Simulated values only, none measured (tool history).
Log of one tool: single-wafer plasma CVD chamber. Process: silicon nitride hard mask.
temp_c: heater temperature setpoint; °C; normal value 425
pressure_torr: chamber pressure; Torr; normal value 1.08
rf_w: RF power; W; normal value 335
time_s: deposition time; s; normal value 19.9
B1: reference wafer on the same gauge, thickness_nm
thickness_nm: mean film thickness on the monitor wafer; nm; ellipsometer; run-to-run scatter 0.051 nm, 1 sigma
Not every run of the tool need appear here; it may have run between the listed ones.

Run 1, day 0: usual settings; B1 21.709. Result: thickness_nm 21.003 nm.
Run 2, day 0.912: usual settings; B1 21.688. Result: thickness_nm 20.929 nm.
Run 3, day 2.125: usual settings but rf_w 285 W; B1 21.702. Result: thickness_nm 18.38 nm.
Run 4, day 3.342: usual settings but rf_w 285 W; B1 21.701. Result: thickness_nm 18.305 nm.
At day 5.667: capacitance manometer re-zeroed and calibrated.
Run 5, day 5.688: usual settings but rf_w 285 W; B1 21.693. Result: thickness_nm 18.232 nm.
Run 6, day 7.154: usual settings; B1 21.705. Result: thickness_nm 20.783 nm.
At day 7.646: thermocouple changed; heater temperature recalibrated.
At day 7.704: gauge calibrated.
Run 7, day 8.171: usual settings; B1 21.688. Result: thickness_nm 20.809 nm.
Run 8, day 9.592: usual settings but time_s 22.3 s; B1 21.714. Result: thickness_nm 23.233 nm.
Run 9, day 10.542: usual settings; B1 21.695. Result: thickness_nm 20.754 nm.
At day 11.642: showerhead replaced.
At day 12.938: RF generator calibrated.
Run 10, day 14.571: usual settings; B1 21.708. Result: thickness_nm 21.791 nm.
Run 11, day 15.679: usual settings but temp_c 421 °C, pressure_torr 1.16 Torr, rf_w 280 W, time_s 17 s; B1 21.69. Result: thickness_nm 16.518 nm.
Run 12, day 16.496: usual settings but pressure_torr 0.95 Torr, rf_w 290 W; B1 21.707. Result: thickness_nm 18.284 nm.

For run 13, what comes out?
Run 13, day 17: usual settings but temp_c 418 °C; B1 ?. Result: thickness_nm ?.

{"run 13": {"B1": 21.698, "thickness_nm": 21.853}}
Had the tool carried no hidden state, the very same run would have given thickness_nm 21.936 nm.
